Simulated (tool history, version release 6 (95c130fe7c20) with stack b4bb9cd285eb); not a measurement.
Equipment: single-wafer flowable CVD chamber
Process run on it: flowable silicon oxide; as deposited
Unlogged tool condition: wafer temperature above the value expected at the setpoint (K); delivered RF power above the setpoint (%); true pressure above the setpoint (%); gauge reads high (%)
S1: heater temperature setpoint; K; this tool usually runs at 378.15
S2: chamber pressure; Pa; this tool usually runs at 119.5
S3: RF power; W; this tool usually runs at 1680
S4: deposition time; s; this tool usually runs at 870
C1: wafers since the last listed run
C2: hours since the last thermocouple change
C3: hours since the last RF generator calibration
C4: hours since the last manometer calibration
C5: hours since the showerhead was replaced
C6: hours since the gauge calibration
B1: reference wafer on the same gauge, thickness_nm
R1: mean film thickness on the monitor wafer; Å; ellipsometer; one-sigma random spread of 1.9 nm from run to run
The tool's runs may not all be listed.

Run 1, hour 0: usual settings; C1 0; C2 3129.9; C3 1035.6; C4 1783.1; C5 7044.9; C6 132.5; B1 402.098. Result: R1 4708.2 Å.
Run 2, hour 11: usual settings; C1 33; C2 3140.9; C3 1046.6; C4 1794.1; C5 7055.9; C6 143.5; B1 401.732. Result: R1 4693.82 Å.
Run 3, hour 28.5: usual settings but S3 1905 W; C1 52; C2 3158.4; C3 1064.1; C4 1811.6; C5 7073.4; C6 161; B1 401.915. Result: R1 4792.06 Å.
Run 4, hour 35.5: usual settings but S3 1905 W; C1 21; C2 3165.4; C3 1071.1; C4 1818.6; C5 7080.4; C6 168; B1 401.623. Result: R1 4773.78 Å.
Run 5, hour 42.6: usual settings but S3 1905 W; C1 21; C2 3172.5; C3 1078.2; C4 1825.7; C5 7087.5; C6 175.1; B1 402.034. Result: R1 4767.89 Å.
Run 6, hour 60.4: usual settings; C1 53; C2 3190.3; C3 1096; C4 1843.5; C5 7105.3; C6 192.9; B1 402.299. Result: R1 4702.73 Å.
Run 7, hour 67: usual settings; C1 19; C2 3196.9; C3 1102.6; C4 1850.1; C5 7111.9; C6 199.5; B1 402.156. Result: R1 4688.41 Å.
Run 8, hour 81.1: usual settings; C1 42; C2 3211; C3 1116.7; C4 1864.2; C5 7126; C6 213.6; B1 401.453. Result: R1 4692.46 Å.
At hour 100.7: showerhead replaced.
Run 9, hour 101.2: usual settings; C1 36; C2 3231.1; C3 1136.8; C4 1884.3; C5 0.5; C6 233.7; B1 401.941. Result: R1 4694.97 Å.
Run 10, hour 109.7: usual settings but S1 375.15 K; C1 25; C2 3239.6; C3 1145.3; C4 1892.8; C5 9; C6 242.2; B1 402.276. Result: R1 5124.34 Å.
Run 11, hour 127.1: usual settings; C1 52; C2 3257; C3 1162.7; C4 1910.2; C5 26.4; C6 259.6; B1 402.129. Result: R1 4728.95 Å.
At hour 133: gauge calibrated.
Run 12, hour 138.8: usual settings; C1 35; C2 3268.7; C3 1174.4; C4 1921.9; C5 38.1; C6 5.8; B1 401.789. Result: R1 4696.47 Å.
Run 13, hour 147.8: usual settings; C1 27; C2 3277.7; C3 1183.4; C4 1930.9; C5 47.1; C6 14.8; B1 401.972. Result: R1 4695.65 Å.
At hour 170.5: RF generator calibrated.
Run 14, hour 171: usual settings; C1 45; C2 3300.9; C3 0.5; C4 1954.1; C5 70.3; C6 38; B1 401.499. Result: R1 4677.67 Å.
Run 15, hour 173.5: usual settings but S4 961 s; C1 7; C2 3303.4; C3 3; C4 1956.6; C5 72.8; C6 40.5; B1 401.68. Result: R1 5172.99 Å.
Run 16, hour 182.6: usual settings; C1 27; C2 3312.5; C3 12.1; C4 1965.7; C5 81.9; C6 49.6; B1 401.732. Result: R1 4705.06 Å.
At hour 194: capacitance manometer re-zeroed and calibrated.
Run 17, hour 194.5: usual settings; C1 11; C2 3324.4; C3 24; C4 0.5; C5 93.8; C6 61.5; B1 401.728. Result: R1 4648.04 Å.
Run 18, hour 204.2: usual settings; C1 29; C2 3334.1; C3 33.7; C4 10.2; C5 103.5; C6 71.2; B1 402.036. Result: R1 4716.76 Å.
At hour 219.5: thermocouple changed; heater temperature recalibrated.
Run 19, hour 220: usual settings but S2 95.9 Pa, S3 1365 W; C1 23; C2 0.5; C3 49.5; C4 26; C5 119.3; C6 87; B1 401.96. Result: R1 3633.38 Å.
Run 20, hour 225.3: usual settings but S3 1570 W, S4 975 s; C1 15; C2 5.8; C3 54.8; C4 31.3; C5 124.6; C6 92.3; B1 402.217. Result: R1 5210.22 Å.
Run 21, hour 238.4: usual settings but S1 367.15 K, S2 104 Pa; C1 39; C2 18.9; C3 67.9; C4 44.4; C5 137.7; C6 105.4; B1 401.949. Result: R1 5622.5 Å.
Run 22, hour 249.9: usual settings; C1 34; C2 30.4; C3 79.4; C4 55.9; C5 149.2; C6 116.9; B1 401.919. Result: R1 4666 Å.
Run 23, hour 266.6: usual settings but S3 1805 W, S4 1017 s; C1 50; C2 47.1; C3 96.1; C4 72.6; C5 165.9; C6 133.6; B1 402.002. Result: R1 5544.19 Å.
Run 24, hour 274.1: usual settings but S1 364.15 K; C1 22; C2 54.6; C3 103.6; C4 80.1; C5 173.4; C6 141.1; B1 402.084. Result: R1 7152.5 Å.
Run 25, hour 291.4: usual settings but S1 389.15 K, S3 1455 W; C1 52; C2 71.9; C3 120.9; C4 97.4; C5 190.7; C6 158.4; B1 401.59. Result: R1 3333.25 Å.
Run 26, hour 303.8: usual settings but S1 373.15 K, S3 1805 W; C1 37; C2 84.3; C3 133.3; C4 109.8; C5 203.1; C6 170.8; B1 401.987. Result: R1 5527.11 Å.
Run 27, hour 318.9: usual settings but S1 387.15 K, S2 137.1 Pa, S4 724 s; C1 45; C2 99.4; C3 148.4; C4 124.9; C5 218.2; C6 185.9; B1 402.322. Result: R1 3441.83 Å.
Run 28, hour 328.4: usual settings but S1 382.15 K, S3 1590 W; C1 28; C2 108.9; C3 157.9; C4 134.4; C5 227.7; C6 195.4; B1 401.804. Result: R1 4138.83 Å.

What differs in the tool's unlogged condition from the final listed run ahead of each entry between runs to the first listed run following it?
After run 8, before run 9: showerhead replaced (hour 100.7)
  no difference in the tool's unlogged condition between these two runs
After run 11, before run 12: gauge calibrated (hour 133)
  no difference in the tool's unlogged condition between these two runs
After run 13, before run 14: RF generator calibrated (hour 170.5)
  no difference in the tool's unlogged condition between these two runs
After run 16, before run 17: capacitance manometer re-zeroed and calibrated (hour 194)
  no difference in the tool's unlogged condition between these two runs
After run 18, before run 19: thermocouple changed; heater temperature recalibrated (hour 219.5)
  no difference in the tool's unlogged condition between these two runs

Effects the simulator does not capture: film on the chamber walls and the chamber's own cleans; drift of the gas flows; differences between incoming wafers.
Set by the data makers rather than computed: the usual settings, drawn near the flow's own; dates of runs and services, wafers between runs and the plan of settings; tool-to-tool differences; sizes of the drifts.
